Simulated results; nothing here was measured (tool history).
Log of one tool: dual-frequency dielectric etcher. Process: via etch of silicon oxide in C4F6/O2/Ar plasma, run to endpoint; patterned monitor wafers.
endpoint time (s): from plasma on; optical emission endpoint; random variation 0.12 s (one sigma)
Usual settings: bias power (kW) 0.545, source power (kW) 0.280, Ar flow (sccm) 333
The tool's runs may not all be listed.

run	day	bias power (kW)	source power (kW)	Ar flow (sccm)	incoming incoming film thickness, nm	endpoint time (s)
1	0.000	0.545	0.280	372	144.8	36.8
2	2.238	0.649	0.280	333	145.4	34.7
3	4.354	0.649	0.280	333	143.4	34.0
4	5.929	0.649	0.280	333	143.2	33.9
5	8.396	0.545	0.280	333	145.5	36.1
6	10.467	0.545	0.280	333	144.6	35.7
7	12.046	0.545	0.280	333	142.9	35.4
8	13.238	0.545	0.280	333	144.6	35.6
9	14.771	0.545	0.280	333	145.5	35.9
# day 15.912: wet clean of the chamber
10	16.212	0.613	0.240	364	144.2	38.3
11	18.104	0.434	0.220	271	145.8	43.1
12	21.092	0.545	0.280	333	145.1	37.2
13	23.258	0.545	0.300	367	144.3	36.4
# day 24.983: bias power generator calibrated
# day 26.279: upper electrode replaced
14	30.950	0.545	0.280	333	145.1	36.6
15	33.050	0.423	0.280	413	143.8	39.4

Forecast run 16:
16	34.696	0.635	0.280	403	142.0	?

Run 16 gave endpoint time (s) 34.9.
Without the tool's hidden state the same run would have given endpoint time (s) 35.3.
